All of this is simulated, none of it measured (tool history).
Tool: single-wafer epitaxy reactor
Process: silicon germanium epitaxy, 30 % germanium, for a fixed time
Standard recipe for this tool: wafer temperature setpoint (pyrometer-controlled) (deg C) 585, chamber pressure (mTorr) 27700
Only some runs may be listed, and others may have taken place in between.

run	day	wafer temperature setpoint (pyrometer-controlled) (deg C)	chamber pressure (mTorr)	read-back reference wafer on the same gauge, thickness_nm	mean film thickness on the monitor wafer (angstrom)
1	0.000	585	27700	60.914	552.96
2	0.883	585	27700	60.899	551.07
3	1.479	585	27700	60.907	551.51
4	2.692	585	27700	60.866	554.29
5	5.183	585	27700	60.893	551.30
6	6.258	590	27700	60.836	612.39
7	7.108	585	27700	60.869	553.57
8	7.767	585	27700	60.941	561.44
# day 7.783: gauge calibrated
9	9.021	585	33100	60.942	600.49
# day 9.462: showerhead replaced
10	9.596	585	33100	60.912	602.95
# day 9.942: pyrometer calibrated
11	10.650	585	32000	60.804	597.56
12	11.367	575	27700	60.958	464.28
13	12.542	578	27700	60.951	496.04
14	13.812	585	27700	60.919	555.54
15	15.288	589	30400	60.857	629.52
16	15.950	585	27700	60.874	560.90
17	17.392	594	32300	60.863	708.24
18	18.192	592	31800	60.930	673.65
# day 19.008: capacitance manometer re-zeroed and calibrated
19	19.204	571	30700	60.949	439.44
20	20.625	593	24400	60.953	583.98
# day 20.925: gauge calibrated
21	22.079	575	32300	60.949	486.02
22	23.333	592	31200	60.868	643.65
23	24.742	590	25100	60.883	559.24
24	25.246	575	32300	60.899	483.26

3 options for the next run, each taken on its own from the tool as it stands now. Forecast them:
A	25.262	585	30100	?	?
B	25.262	585	24700	?	?
C	25.262	600	33800	?	?

run	read-back reference wafer on the same gauge, thickness_nm	mean film thickness on the monitor wafer (angstrom)
A	60.937	557.99
B	60.937	510.21
C	60.937	762.87
The same runs, with their run-to-run variation unchanged, on a tool lacking any hidden condition would have given:
run	mean film thickness on the monitor wafer (angstrom)
A	557.93
B	510.15
C	762.78
